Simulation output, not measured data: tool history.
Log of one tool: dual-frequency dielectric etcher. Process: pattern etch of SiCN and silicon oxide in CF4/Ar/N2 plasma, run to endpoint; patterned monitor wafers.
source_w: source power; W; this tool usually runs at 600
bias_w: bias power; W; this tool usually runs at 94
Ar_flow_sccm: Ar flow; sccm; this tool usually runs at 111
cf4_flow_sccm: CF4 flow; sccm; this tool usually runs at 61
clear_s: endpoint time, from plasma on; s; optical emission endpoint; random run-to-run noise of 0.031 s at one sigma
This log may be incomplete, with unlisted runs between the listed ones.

| run | hour | source_w | bias_w | Ar_flow_sccm | cf4_flow_sccm | wafers since the last listed run | hours since the last wet clean | hours since the last source power generator calibration | hours since the last bias power generator calibration | hours since the last Ar flow controller change | hours since the last CF4 flow controller change | hours since the last upper electrode change | incoming incoming film thickness, nm | clear_s |
|---|---|---|---|---|---|---|---|---|---|---|---|---|---|---|
| 1 | 0 | 600 | 94 | 111 | 61 | 0 | 50.7 | 4301.1 | 3754.4 | 3672.4 | 2805.8 | 2595.3 | 11.89 | 10.3 |
| 2 | 31.2 | 600 | 94 | 111 | 61 | 349 | 81.9 | 4332.3 | 3785.6 | 3703.6 | 2837 | 2626.5 | 11.8 | 10.3 |
| 3 | 55.9 | 600 | 94 | 111 | 61 | 276 | 106.6 | 4357 | 3810.3 | 3728.3 | 2861.7 | 2651.2 | 11.92 | 10.4 |
| 4 | 89.3 | 600 | 94 | 111 | 68 | 374 | 140 | 4390.4 | 3843.7 | 3761.7 | 2895.1 | 2684.6 | 11.92 | 10.3 |
| 5 | 115.4 | 600 | 94 | 111 | 68 | 292 | 166.1 | 4416.5 | 3869.8 | 3787.8 | 2921.2 | 2710.7 | 11.85 | 10.3 |
| 6 | 146.4 | 600 | 94 | 111 | 68 | 347 | 197.1 | 4447.5 | 3900.8 | 3818.8 | 2952.2 | 2741.7 | 11.85 | 10.3 |
|  | 160.3 | bias power generator calibrated |
|  | 171 | Ar flow controller replaced |
| 7 | 177 | 600 | 94 | 111 | 61 | 230 | 227.7 | 4478.1 | 16.7 | 6 | 2982.8 | 2772.3 | 12.04 | 10.6 |
| 8 | 203.3 | 600 | 94 | 111 | 61 | 294 | 254 | 4504.4 | 43 | 32.3 | 3009.1 | 2798.6 | 11.88 | 10.5 |
| 9 | 233.3 | 600 | 94 | 111 | 61 | 335 | 284 | 4534.4 | 73 | 62.3 | 3039.1 | 2828.6 | 11.84 | 10.5 |
|  | 265.1 | wet clean of the chamber |
| 10 | 265.6 | 490 | 94 | 111 | 73 | 92 | 0.5 | 4566.7 | 105.3 | 94.6 | 3071.4 | 2860.9 | 11.9 | 12.1 |
| 11 | 274.3 | 480 | 110 | 129 | 68 | 97 | 9.2 | 4575.4 | 114 | 103.3 | 3080.1 | 2869.6 | 11.82 | 12.1 |
| 12 | 294.8 | 640 | 107 | 133 | 67 | 229 | 29.7 | 4595.9 | 134.5 | 123.8 | 3100.6 | 2890.1 | 11.92 | 9.5 |
|  | 319.8 | source power generator calibrated |
| 13 | 320.3 | 600 | 70 | 111 | 61 | 240 | 55.2 | 0.5 | 160 | 149.3 | 3126.1 | 2915.6 | 11.81 | 11.1 |
|  | 336.5 | CF4 flow controller replaced |
|  | 360.5 | upper electrode replaced |
| 14 | 361 | 600 | 94 | 111 | 61 | 120 | 95.9 | 41.2 | 200.7 | 190 | 24.5 | 0.5 | 11.85 | 10.3 |
| 15 | 361.3 | 600 | 94 | 111 | 67 | 3 | 96.2 | 41.5 | 201 | 190.3 | 24.8 | 0.8 | 11.99 | 10.3 |
| 16 | 389.5 | 600 | 94 | 111 | 61 | 315 | 124.4 | 69.7 | 229.2 | 218.5 | 53 | 29 | 11.79 | 10.3 |
| 17 | 423.8 | 540 | 109 | 136 | 50 | 384 | 158.7 | 104 | 263.5 | 252.8 | 87.3 | 63.3 | 11.77 | 11.5 |
| 18 | 436.8 | 690 | 94 | 111 | 57 | 145 | 171.7 | 117 | 276.5 | 265.8 | 100.3 | 76.3 | 11.88 | 9.2 |
| 19 | 461.8 | 600 | 85 | 84 | 61 | 279 | 196.7 | 142 | 301.5 | 290.8 | 125.3 | 101.3 | 11.9 | 10.5 |

List, for all runs, the conditions of the tool that the log does not record:
source power that arrives over what is set, %: 0 on each run
bias power that arrives over what is set, %: 0 on each run
Ar flow that arrives over what is set, %: 0 on each run
CF4 flow that arrives over what is set, %: 0 on each run
H1: etch rate over this chamber's usual, %
| run | H1 |
|---|---|
| 1 | -0.836 |
| 2 | -1.1 |
| 3 | -1.3 |
| 4 | -1.58 |
| 5 | -1.8 |
| 6 | -2.06 |
| 7 | -2.32 |
| 8 | -2.54 |
| 9 | -2.79 |
| 10 | -0.0757 |
| 11 | -0.149 |
| 12 | -0.32 |
| 13 | -0.534 |
| 14 | -0.874 |
| 15 | -0.877 |
| 16 | -1.11 |
| 17 | -1.4 |
| 18 | -1.51 |
| 19 | -1.72 |
